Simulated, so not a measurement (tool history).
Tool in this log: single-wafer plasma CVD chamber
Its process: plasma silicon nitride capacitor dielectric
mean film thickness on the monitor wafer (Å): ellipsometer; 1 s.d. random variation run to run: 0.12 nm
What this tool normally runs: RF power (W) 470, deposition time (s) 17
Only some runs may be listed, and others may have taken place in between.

run,hour,RF power (W),deposition time (s),"read-back reference wafer on the same gauge, thickness_nm",mean film thickness on the monitor wafer (Å)
1,0,470,17.9,27.808,237.87
2,64.3,440,17,27.836,220.29
3,97.5,440,17,27.833,219.05
4,158.6,520,17,27.762,236.8
5,205.2,470,17,27.802,225.51
6,243.4,470,17,27.797,226.36
7,272,470,18.8,27.839,251.2
8,334.9,470,17,27.784,223.98
9,369.5,470,17,27.785,226.51
10,423.3,470,17,27.803,225.31
11,450.2,470,17,27.778,224.88
12,481.7,470,17,27.796,226.71
13,549.6,470,17,27.781,226.3
14,590.3,470,17,27.811,224.65
15,633.2,470,17,27.862,224.37
16,664.5,470,17,27.84,224.08
17,691.5,470,17,27.774,225.58
18,752.6,470,17,27.794,224.91
19,794.5,470,17,27.822,226.94
20,859.9,470,17,27.856,225.27
# hour 895.3: gauge calibrated
21,927.2,470,17,27.802,222.51
22,989.4,525,14.5,27.816,200.79
# hour 1020.7: RF generator calibrated
23,1054.3,405,15.3,27.768,197.06
24,1124.1,500,18.2,27.79,256.48
25,1169.6,515,18.4,27.797,258.77
26,1219.7,395,15.5,27.809,194.04
27,1274.5,470,19,27.749,254.99
28,1323.8,470,17,27.83,229.18
29,1378.8,500,18,27.751,250.51
30,1412,560,18.8,27.788,272.07
31,1472.2,425,17,27.84,220.62
32,1496.8,415,15.1,27.802,194.53
# hour 1549.8: showerhead replaced
33,1550.2,420,13.7,27.839,174.58
34,1578.8,390,14.8,27.813,183.86
35,1625.6,530,19.7,27.786,278.88
36,1709.5,470,17,27.786,228.83
37,1734.2,470,17,27.819,228.44
38,1785.3,425,18,27.791,231.73
39,1843.4,550,17,27.824,244.12
40,1894.3,470,17,27.836,227.47
41,1955.8,470,18.4,27.792,247.23
42,2016.8,420,19.5,27.815,247.22
43,2085.8,430,18.3,27.777,235.17
44,2148.7,470,17,27.833,227.52

What if the next run were any one of these 4? Each begins from the tool's condition after run 44:
A,2149.1,380,17,?,?
B,2149.1,470,14.1,?,?
C,2149.1,440,19.5,?,?
D,2149.1,545,16.1,?,?

run,"read-back reference wafer on the same gauge, thickness_nm",mean film thickness on the monitor wafer (Å)
A,27.727,207.79
B,27.727,188.64
C,27.727,253.88
D,27.727,228.45
Take away the tool's hidden state, keep each run's random variation, and the runs would have read:
run,mean film thickness on the monitor wafer (Å)
A,213.98
B,194.26
C,261.45
D,235.26
